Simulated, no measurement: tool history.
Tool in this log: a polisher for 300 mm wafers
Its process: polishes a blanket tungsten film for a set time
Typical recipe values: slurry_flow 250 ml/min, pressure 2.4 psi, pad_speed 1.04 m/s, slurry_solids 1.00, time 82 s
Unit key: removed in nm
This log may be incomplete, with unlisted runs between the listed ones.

run     day  slurry_flow  pressure  pad_speed  slurry_solids  time  incoming thickness of the incoming film, nm  removed
  1   0.000          250       2.4       1.04           1.20    82                                        973.9    262.4
      2.729  -- slurry tank refilled with fresh slurry and peroxide
      5.538  -- slurry blender recalibrated
  2   7.533          250       2.4       1.04           1.00    82                                        967.0    265.2
  3   9.329          250       2.4       1.04           1.00    82                                        978.9    261.7
     10.529  -- worn pad replaced by a new one
  4  11.204          250       2.4       1.04           1.00    82                                        987.2    256.7
  5  12.250          250       2.7       1.04           1.00    82                                        967.6    294.7
     12.408  -- slurry nozzle cleaned
  6  15.242          250       1.6       0.90           1.00    73                                        961.9    139.1
     16.567  -- head pressure recalibrated
  7  16.708          250       3.1       0.70           1.00    82                                        979.8    254.0
  8  18.067          250       1.9       0.70           1.20   104                                        964.6    207.8
  9  19.329          220       1.8       1.04           1.00    82                                        980.3    178.6
 10  20.708          250       2.4       1.04           1.00   107                                        982.5    308.5
     22.279  -- slurry blender recalibrated
 11  22.312          250       2.0       1.04           1.00    82                                        953.9    195.1
     22.929  -- slurry tank refilled with fresh slurry and peroxide
 12  23.488          225       1.7       1.04           1.00    82                                        971.0    181.4
 13  26.425          300       2.1       1.04           1.00    82                                        973.4    237.6
     27.404  -- worn pad replaced by a new one
 14  29.038          280       1.8       1.04           1.10    82                                        961.2    201.6
 15  31.667          190       2.4       1.16           0.70   102                                        973.9    302.5
     38.671  -- slurry blender recalibrated
 16  39.688          250       2.0       0.84           1.00    82                                        978.1    177.6
     42.296  -- slurry tank refilled with fresh slurry and peroxide
 17  42.554          285       2.4       1.04           1.00    82                                        969.0    265.0
     42.946  -- worn pad replaced by a new one
     43.112  -- slurry nozzle cleaned
 18  43.571          160       2.7       1.04           1.00   100                                        969.3    345.2
 19  44.771          250       2.4       1.04           1.00    82                                        956.3    269.5
 20  46.838          210       2.4       0.74           0.75    62                                        973.6    146.9

Run 21, settings as shown, results not yet in. Your forecast:
 21  48.771          250       2.4       1.40           1.00    82                                        978.4        ?

removed: 318.0 nm
Had the tool carried no hidden state, the very same run would have given removed 322.8 nm.
